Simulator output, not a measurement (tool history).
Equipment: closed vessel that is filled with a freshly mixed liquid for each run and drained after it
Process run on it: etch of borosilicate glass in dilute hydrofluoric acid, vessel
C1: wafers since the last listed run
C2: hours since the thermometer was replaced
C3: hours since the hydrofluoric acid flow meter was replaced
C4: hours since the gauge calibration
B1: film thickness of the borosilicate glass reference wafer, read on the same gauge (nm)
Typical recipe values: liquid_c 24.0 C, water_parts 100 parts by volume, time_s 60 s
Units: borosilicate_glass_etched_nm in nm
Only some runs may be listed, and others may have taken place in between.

Run 1, day 0.000: usual settings but time_s 40 s; C1 0; C2 730.8; C3 1138.1; C4 7.2; B1 79.99. Result: borosilicate_glass_etched_nm 11.83 nm.
Run 2, day 0.617: usual settings; C1 1047; C2 745.6; C3 1152.9; C4 22.0; B1 80.01. Result: borosilicate_glass_etched_nm 17.78 nm.
Run 3, day 1.092: usual settings; C1 806; C2 757.0; C3 1164.3; C4 33.4; B1 79.97. Result: borosilicate_glass_etched_nm 17.65 nm.
Run 4, day 1.783: usual settings; C1 1174; C2 773.6; C3 1180.9; C4 50.0; B1 80.00. Result: borosilicate_glass_etched_nm 17.60 nm.
Run 5, day 2.525: usual settings; C1 1259; C2 791.4; C3 1198.7; C4 67.8; B1 80.05. Result: borosilicate_glass_etched_nm 17.75 nm.
Run 6, day 3.892: usual settings but water_parts 125 parts by volume; C1 2321; C2 824.2; C3 1231.5; C4 100.6; B1 80.02. Result: borosilicate_glass_etched_nm 13.62 nm.
Run 7, day 4.354: usual settings but water_parts 70 parts by volume; C1 785; C2 835.3; C3 1242.6; C4 111.7; B1 79.96. Result: borosilicate_glass_etched_nm 26.33 nm.
Run 8, day 5.058: usual settings but water_parts 70 parts by volume; C1 1195; C2 852.2; C3 1259.5; C4 128.6; B1 80.01. Result: borosilicate_glass_etched_nm 26.21 nm.
Run 9, day 5.338: usual settings but water_parts 70 parts by volume; C1 474; C2 858.9; C3 1266.2; C4 135.3; B1 80.01. Result: borosilicate_glass_etched_nm 26.30 nm.
At day 5.862: hydrofluoric acid flow meter replaced.
Run 10, day 5.883: usual settings but time_s 75 s; C1 856; C2 872.0; C3 0.5; C4 148.4; B1 80.03. Result: borosilicate_glass_etched_nm 22.41 nm.
Run 11, day 6.508: usual settings but time_s 75 s; C1 1061; C2 887.0; C3 15.5; C4 163.4; B1 79.99. Result: borosilicate_glass_etched_nm 22.06 nm.
Run 12, day 7.254: usual settings but time_s 75 s; C1 1266; C2 904.9; C3 33.4; C4 181.3; B1 80.05. Result: borosilicate_glass_etched_nm 22.18 nm.
Run 13, day 7.992: usual settings but time_s 70 s; C1 1252; C2 922.6; C3 51.1; C4 199.0; B1 80.04. Result: borosilicate_glass_etched_nm 20.15 nm.
Run 14, day 8.688: usual settings but time_s 70 s; C1 1181; C2 939.3; C3 67.8; C4 215.7; B1 79.99. Result: borosilicate_glass_etched_nm 20.99 nm.
Run 15, day 9.479: usual settings but liquid_c 20.0 C; C1 1344; C2 958.3; C3 86.8; C4 234.7; B1 79.98. Result: borosilicate_glass_etched_nm 15.15 nm.
Run 16, day 9.754: usual settings but liquid_c 20.5 C, water_parts 145 parts by volume, time_s 85 s; C1 467; C2 964.9; C3 93.4; C4 241.3; B1 80.00. Result: borosilicate_glass_etched_nm 14.35 nm.
Run 17, day 10.388: usual settings but liquid_c 25.5 C, water_parts 145 parts by volume, time_s 90 s; C1 1075; C2 980.1; C3 108.6; C4 256.5; B1 79.96. Result: borosilicate_glass_etched_nm 18.53 nm.

Expected results for the next run?
Run 18, day 10.654: usual settings but water_parts 80 parts by volume; C1 452; C2 986.5; C3 115.0; C4 262.9; B1 ?. Result: borosilicate_glass_etched_nm ?.

Logged for run 18: B1 80.00, borosilicate_glass_etched_nm 22.40 nm.
With the hidden condition absent and the run-to-run variation left alone, this run would have shown borosilicate_glass_etched_nm 22.40 nm.

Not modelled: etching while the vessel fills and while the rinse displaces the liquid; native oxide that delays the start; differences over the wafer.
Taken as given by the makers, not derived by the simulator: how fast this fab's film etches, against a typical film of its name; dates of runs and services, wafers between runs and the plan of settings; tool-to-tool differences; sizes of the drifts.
